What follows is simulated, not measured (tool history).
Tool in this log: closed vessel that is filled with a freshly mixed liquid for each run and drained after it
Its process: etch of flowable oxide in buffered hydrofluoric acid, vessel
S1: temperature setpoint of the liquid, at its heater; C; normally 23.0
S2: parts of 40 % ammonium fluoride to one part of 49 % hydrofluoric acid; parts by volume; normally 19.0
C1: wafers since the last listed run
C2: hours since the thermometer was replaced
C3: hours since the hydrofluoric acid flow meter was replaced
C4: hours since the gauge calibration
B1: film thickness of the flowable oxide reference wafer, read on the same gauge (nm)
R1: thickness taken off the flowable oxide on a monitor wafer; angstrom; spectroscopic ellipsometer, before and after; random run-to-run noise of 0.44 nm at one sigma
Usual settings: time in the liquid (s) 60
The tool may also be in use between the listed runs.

Run 1, hour 0.0: usual settings; C1 0; C2 2094.0; C3 1973.2; C4 122.6; B1 79.99. Result: R1 1001.0 angstrom.
Run 2, hour 32.2: usual settings; C1 2393; C2 2126.2; C3 2005.4; C4 154.8; B1 80.00. Result: R1 999.3 angstrom.
Run 3, hour 61.8: usual settings but time in the liquid (s) 85; C1 2200; C2 2155.8; C3 2035.0; C4 184.4; B1 80.00. Result: R1 1425.4 angstrom.
Run 4, hour 97.4: usual settings but time in the liquid (s) 85; C1 2646; C2 2191.4; C3 2070.6; C4 220.0; B1 80.00. Result: R1 1418.8 angstrom.
Run 5, hour 138.1: usual settings but time in the liquid (s) 85; C1 3025; C2 2232.1; C3 2111.3; C4 260.7; B1 79.98. Result: R1 1413.6 angstrom.
Run 6, hour 176.4: usual settings; C1 2847; C2 2270.4; C3 2149.6; C4 299.0; B1 79.97. Result: R1 998.3 angstrom.
Run 7, hour 240.9: usual settings; C1 4795; C2 2334.9; C3 2214.1; C4 363.5; B1 79.99. Result: R1 1002.8 angstrom.
Run 8, hour 273.4: usual settings but S2 15.5 parts by volume; C1 2416; C2 2367.4; C3 2246.6; C4 396.0; B1 79.99. Result: R1 1226.3 angstrom.
Run 9, hour 331.2: usual settings but S2 15.5 parts by volume; C1 4296; C2 2425.2; C3 2304.4; C4 453.8; B1 79.98. Result: R1 1239.7 angstrom.
Run 10, hour 374.3: usual settings but S2 15.5 parts by volume; C1 3204; C2 2468.3; C3 2347.5; C4 496.9; B1 80.01. Result: R1 1228.2 angstrom.
Run 11, hour 428.2: usual settings but time in the liquid (s) 45; C1 4007; C2 2522.2; C3 2401.4; C4 550.8; B1 79.98. Result: R1 758.1 angstrom.
At hour 579.8: thermometer replaced.
Run 12, hour 594.8: usual settings but time in the liquid (s) 45; C1 12311; C2 15.0; C3 2568.0; C4 717.4; B1 80.02. Result: R1 760.1 angstrom.
Run 13, hour 632.8: usual settings but time in the liquid (s) 45; C1 2825; C2 53.0; C3 2606.0; C4 755.4; B1 79.99. Result: R1 758.1 angstrom.
At hour 678.9: hydrofluoric acid flow meter replaced.
At hour 698.1: gauge calibrated.
Run 14, hour 700.9: usual settings; C1 4988; C2 121.1; C3 22.0; C4 2.8; B1 80.00. Result: R1 959.9 angstrom.
Run 15, hour 766.3: usual settings; C1 4862; C2 186.5; C3 87.4; C4 68.2; B1 80.02. Result: R1 956.1 angstrom.
Run 16, hour 809.8: usual settings but S2 22.0 parts by volume; C1 3233; C2 230.0; C3 130.9; C4 111.7; B1 79.97. Result: R1 855.8 angstrom.
Run 17, hour 857.0: usual settings; C1 3508; C2 277.2; C3 178.1; C4 158.9; B1 80.00. Result: R1 968.8 angstrom.
Run 18, hour 900.6: usual settings; C1 3241; C2 320.8; C3 221.7; C4 202.5; B1 79.97. Result: R1 966.6 angstrom.
Run 19, hour 951.0: usual settings but S1 26.0 C, S2 13.0 parts by volume, time in the liquid (s) 95; C1 3746; C2 371.2; C3 272.1; C4 252.9; B1 80.01. Result: R1 2631.1 angstrom.
Run 20, hour 1021.8: usual settings but S1 19.5 C, S2 22.0 parts by volume; C1 5263; C2 442.0; C3 342.9; C4 323.7; B1 80.03. Result: R1 706.4 angstrom.
Run 21, hour 1073.8: usual settings; C1 3865; C2 494.0; C3 394.9; C4 375.7; B1 80.01. Result: R1 975.4 angstrom.
Run 22, hour 1102.1: usual settings; C1 2103; C2 522.3; C3 423.2; C4 404.0; B1 79.97. Result: R1 976.4 angstrom.
Run 23, hour 1145.4: usual settings but S1 24.5 C; C1 3219; C2 565.6; C3 466.5; C4 447.3; B1 80.02. Result: R1 1051.0 angstrom.
Run 24, hour 1171.6: usual settings; C1 1947; C2 591.8; C3 492.7; C4 473.5; B1 80.01. Result: R1 974.3 angstrom.
Run 25, hour 1197.8: usual settings but S1 20.0 C, S2 25.5 parts by volume, time in the liquid (s) 50; C1 1947; C2 618.0; C3 518.9; C4 499.7; B1 80.02. Result: R1 549.8 angstrom.
Run 26, hour 1269.6: usual settings but S2 24.0 parts by volume, time in the liquid (s) 50; C1 5337; C2 689.8; C3 590.7; C4 571.5; B1 79.97. Result: R1 678.3 angstrom.
Run 27, hour 1338.5: usual settings but S2 15.0 parts by volume; C1 5122; C2 758.7; C3 659.6; C4 640.4; B1 79.96. Result: R1 1226.4 angstrom.
Run 28, hour 1394.0: usual settings but S1 26.0 C, S2 24.5 parts by volume; C1 4126; C2 814.2; C3 715.1; C4 695.9; B1 79.98. Result: R1 938.1 angstrom.
Run 29, hour 1440.8: usual settings but S1 21.0 C, S2 16.5 parts by volume, time in the liquid (s) 35; C1 3479; C2 861.0; C3 761.9; C4 742.7; B1 80.02. Result: R1 583.8 angstrom.
Run 30, hour 1478.4: usual settings but S1 26.5 C, time in the liquid (s) 95; C1 2795; C2 898.6; C3 799.5; C4 780.3; B1 80.01. Result: R1 1865.6 angstrom.
Run 31, hour 1509.7: usual settings but S1 28.0 C, S2 22.5 parts by volume, time in the liquid (s) 90; C1 2326; C2 929.9; C3 830.8; C4 811.6; B1 80.02. Result: R1 1681.4 angstrom.
Run 32, hour 1535.0: usual settings but S1 21.0 C, time in the liquid (s) 90; C1 1880; C2 955.2; C3 856.1; C4 836.9; B1 80.03. Result: R1 1309.7 angstrom.

Below are 5 alternative next runs, each starting from the tool's condition after run 32. Predict each:
Run A, hour 1535.7: usual settings but time in the liquid (s) 80; C1 52; C2 955.9; C3 856.8; C4 837.6; B1 ?. Result: R1 ?.
Run B, hour 1535.7: usual settings but S1 21.5 C, time in the liquid (s) 30; C1 52; C2 955.9; C3 856.8; C4 837.6; B1 ?. Result: R1 ?.
Run C, hour 1535.7: usual settings but S1 27.5 C, time in the liquid (s) 40; C1 52; C2 955.9; C3 856.8; C4 837.6; B1 ?. Result: R1 ?.
Run D, hour 1535.7: usual settings but S2 17.0 parts by volume, time in the liquid (s) 85; C1 52; C2 955.9; C3 856.8; C4 837.6; B1 ?. Result: R1 ?.
Run E, hour 1535.7: usual settings but time in the liquid (s) 40; C1 52; C2 955.9; C3 856.8; C4 837.6; B1 ?. Result: R1 ?.

run     B1      R1
  A  79.99  1299.3
  B  79.99   448.4
  C  79.99   829.4
  D  79.99  1540.4
  E  79.99   649.6
Stripped of hidden state, with their random variation kept, the same runs would have yielded:
run      R1
  A  1278.7
  B   441.3
  C   816.3
  D  1516.1
  E   639.3

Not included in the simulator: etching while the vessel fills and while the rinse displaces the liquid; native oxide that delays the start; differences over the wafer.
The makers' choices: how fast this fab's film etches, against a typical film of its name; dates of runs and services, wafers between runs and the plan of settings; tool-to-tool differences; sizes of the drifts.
